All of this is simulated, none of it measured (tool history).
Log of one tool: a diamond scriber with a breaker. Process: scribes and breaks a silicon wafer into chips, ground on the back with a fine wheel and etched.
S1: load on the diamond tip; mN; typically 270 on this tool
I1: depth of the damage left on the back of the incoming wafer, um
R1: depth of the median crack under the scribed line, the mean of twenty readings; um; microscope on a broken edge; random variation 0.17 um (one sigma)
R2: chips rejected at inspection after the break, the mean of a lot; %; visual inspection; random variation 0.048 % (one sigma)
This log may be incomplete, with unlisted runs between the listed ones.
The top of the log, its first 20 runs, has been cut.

| run | hour | S1 | I1 | R1 | R2 |
|---|---|---|---|---|---|
| 21 | 626.1 | 270 | 0.71 | 13.12 | 1.20 |
| 22 | 648.9 | 270 | 0.60 | 12.87 | 1.31 |
| 23 | 677.2 | 325 | 0.58 | 13.59 | 1.30 |
| 24 | 730.9 | 338 | 0.59 | 14.22 | 1.46 |
| 25 | 756.8 | 324 | 0.37 | 14.02 | 1.27 |
| 26 | 790.0 | 270 | 0.65 | 12.51 | 1.50 |
| 27 | 818.5 | 297 | 0.37 | 13.69 | 0.98 |
| 28 | 851.1 | 270 | 0.40 | 12.82 | 1.62 |
| 29 | 882.0 | 270 | 0.68 | 12.70 | 1.55 |
|  | 906.2 | diamond tip replaced by a new one |
| 30 | 912.7 | 270 | 0.43 | 12.35 | 1.58 |
| 31 | 925.8 | 310 | 0.66 | 13.56 | 1.09 |

Branching from run 31: 3 alternative next runs. What would each branch give?
| A | 926.4 | 214 | 0.32 | ? | ? |
| B | 926.4 | 347 | 0.32 | ? | ? |
| C | 926.4 | 327 | 0.32 | ? | ? |

| run | R1 | R2 |
|---|---|---|
| A | 11.39 | 4.71 |
| B | 14.49 | 1.46 |
| C | 14.04 | 1.10 |
What these runs would have given with no unlogged condition in the tool:
| run | R1 | R2 |
|---|---|---|
| A | 12.16 | 2.49 |
| B | 15.45 | 2.97 |
| C | 14.98 | 2.12 |

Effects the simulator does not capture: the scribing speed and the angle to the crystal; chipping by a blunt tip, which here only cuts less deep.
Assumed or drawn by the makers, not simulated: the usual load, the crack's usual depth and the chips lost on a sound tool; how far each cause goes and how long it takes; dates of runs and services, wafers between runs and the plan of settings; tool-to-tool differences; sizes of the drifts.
